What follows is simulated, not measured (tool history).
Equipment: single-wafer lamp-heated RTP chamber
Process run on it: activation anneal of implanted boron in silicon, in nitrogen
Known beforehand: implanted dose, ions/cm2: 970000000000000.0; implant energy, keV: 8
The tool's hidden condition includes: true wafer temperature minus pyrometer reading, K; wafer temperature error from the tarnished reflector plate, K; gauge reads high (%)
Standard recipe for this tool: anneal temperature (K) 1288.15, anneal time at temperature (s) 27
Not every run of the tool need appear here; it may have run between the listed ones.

run,hour,anneal temperature (K),anneal time at temperature (s),wafers since the last listed run,wafers since the last pyrometer calibration,wafers since the reflector plate was cleaned,hours since the gauge calibration,"read-back reference wafer on the same gauge, sheet resistance",sheet resistance of the implanted and annealed layer (ohm/square)
1,0.0,1288.15,27,0,2692,2692,1835.2,156.53,141.88
2,57.6,1300.15,27,938,3630,3630,1892.8,155.71,137.51
3,88.9,1300.15,27,509,4140,4140,1924.1,156.05,137.17
4,151.5,1288.15,27,1019,5159,5159,1986.7,156.02,140.41
5,223.2,1288.15,27,1167,6327,6327,2058.4,155.88,141.63
6,280.3,1288.15,27,929,7257,7257,2115.5,156.18,141.43
7,308.7,1305.15,27,462,7719,7719,2143.9,155.96,135.65
# hour 332.1: reflector plate cleaned
# hour 342.8: pyrometer window cleaned and pyrometer calibrated
8,346.1,1288.15,27,348,54,97,2181.3,155.70,140.96
9,418.0,1288.15,27,1170,1225,1268,2253.2,155.95,142.77
# hour 455.4: gauge calibrated
10,480.7,1288.15,27,1021,2246,2289,25.3,155.93,141.75
11,530.3,1288.15,27,807,3054,3096,74.9,156.34,142.44
12,557.6,1288.15,23,444,3498,3541,102.2,156.29,142.88
13,626.3,1288.15,23,1118,4617,4660,170.9,155.69,142.75
14,684.5,1288.15,23,947,5565,5608,229.1,155.72,141.99
15,755.7,1278.15,13,1159,6725,6767,300.3,155.83,149.60
16,796.9,1297.15,42,670,7396,7438,341.5,156.31,135.19
# hour 847.1: reflector plate cleaned
# hour 884.1: pyrometer window cleaned and pyrometer calibrated
17,884.6,1288.15,27,1167,7,480,429.2,156.23,141.39
18,922.1,1297.15,14,610,618,1090,466.7,155.60,142.96
19,960.8,1296.15,14,630,1248,1721,505.4,156.30,142.34
20,1023.8,1269.15,21,1025,2274,2747,568.4,155.83,149.22
21,1052.4,1265.15,27,465,2740,3212,597.0,155.99,149.68
22,1090.9,1288.15,27,626,3367,3839,635.5,155.69,140.16
23,1159.9,1269.15,42,1123,4490,4963,704.5,156.43,143.16
24,1212.5,1288.15,16,856,5347,5820,757.1,156.17,143.88
25,1237.8,1288.15,13,412,5759,6232,782.4,155.91,145.68
# hour 1273.6: reflector plate cleaned
26,1274.1,1288.15,27,460,6220,8,818.7,156.47,141.07
27,1341.0,1267.15,18,1089,7309,1097,885.6,155.96,152.63
# hour 1356.9: pyrometer window cleaned and pyrometer calibrated
28,1399.1,1271.15,35,815,687,1913,943.7,155.98,144.36
29,1428.5,1265.15,39,478,1165,2392,973.1,155.83,145.82
30,1635.6,1288.15,13,3372,4538,5765,1180.2,156.11,145.99
31,1703.0,1288.15,42,1097,5636,6862,1247.6,155.95,137.90
32,1727.4,1262.15,14,397,6033,7260,1272.0,155.48,156.64
# hour 1785.0: reflector plate cleaned
33,1789.9,1317.15,11,887,6921,79,1334.5,156.21,139.13
34,1838.4,1310.15,13,789,7711,869,1383.0,155.71,139.28
# hour 1903.9: pyrometer window cleaned and pyrometer calibrated
35,1904.7,1269.15,33,949,12,1818,1449.3,155.73,146.60

Alternative continuations, all from the tool just after run 35; predict every row:
A,1905.1,1288.15,39,6,19,1825,1449.7,?,?
B,1905.1,1312.15,23,6,19,1825,1449.7,?,?
C,1905.1,1272.15,27,6,19,1825,1449.7,?,?
D,1905.1,1278.15,36,6,19,1825,1449.7,?,?
E,1905.1,1315.15,20,6,19,1825,1449.7,?,?

run,"read-back reference wafer on the same gauge, sheet resistance",sheet resistance of the implanted and annealed layer (ohm/square)
A,156.04,140.15
B,156.04,135.76
C,156.04,147.75
D,156.04,143.85
E,156.04,135.84
Take away the tool's hidden state, keep each run's random variation, and the runs would have read:
run,sheet resistance of the implanted and annealed layer (ohm/square)
A,140.15
B,135.76
C,147.75
D,143.85
E,135.84
